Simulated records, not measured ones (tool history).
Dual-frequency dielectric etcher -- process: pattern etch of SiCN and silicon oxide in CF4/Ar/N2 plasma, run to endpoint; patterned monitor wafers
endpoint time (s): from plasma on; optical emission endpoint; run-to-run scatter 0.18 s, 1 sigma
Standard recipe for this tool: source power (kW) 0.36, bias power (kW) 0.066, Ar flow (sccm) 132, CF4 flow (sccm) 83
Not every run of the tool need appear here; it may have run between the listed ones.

run   hour  source power (kW)  bias power (kW)  Ar flow (sccm)  CF4 flow (sccm)  wafers since the last listed run  hours since the last wet clean  hours since the last source power generator calibration  hours since the last bias power generator calibration  hours since the last Ar flow controller change  hours since the last CF4 flow controller change  hours since the last upper electrode change  incoming incoming film thickness, nm  endpoint time (s)
  1      0               0.36            0.066             132               83                                 0                             360                                                   4734.5                                                   3939                                          1350.6                                           1710.2                                       2615.5                                 13.94               19.6
  2   43.9               0.36            0.066             132               83                               445                           403.9                                                   4778.4                                                 3982.9                                          1394.5                                           1754.1                                       2659.4                                 13.92               19.7
  3  103.9               0.36            0.066             132               83                               608                           463.9                                                   4838.4                                                 4042.9                                          1454.5                                           1814.1                                       2719.4                                 13.88               19.5
  4  135.3               0.36            0.066             132               83                               318                           495.3                                                   4869.8                                                 4074.3                                          1485.9                                           1845.5                                       2750.8                                 13.91               19.8
  5  206.5               0.36            0.054             132               83                               722                           566.5                                                     4941                                                 4145.5                                          1557.1                                           1916.7                                         2822                                 13.86                 21
     242.4  -- wet clean of the chamber
     245.3  -- bias power generator calibrated
  6    275               0.36            0.054             132               83                               421                            32.6                                                   5009.5                                                   29.7                                          1625.6                                           1985.2                                       2890.5                                 13.91               22.3
  7  332.8               0.36            0.054             132               83                               586                            90.4                                                   5067.3                                                   87.5                                          1683.4                                             2043                                       2948.3                                 13.85                 22
     372.7  -- CF4 flow controller replaced
  8  373.2               0.36            0.075             132               83                               349                           130.8                                                   5107.7                                                  127.9                                          1723.8                                              0.5                                       2988.7                                 13.96               19.2

Predict the results of run 9:
     398.2  -- Ar flow controller replaced
  9  400.9               0.28            0.057             110               69                               220                           158.5                                                   5135.4                                                  155.6                                             2.7                                             28.2                                       3016.4                                 13.89                  ?

Logged for run 9: endpoint time (s) 26.4.
Minus the tool's unlogged condition, the same run would have read endpoint time (s) 26.7.
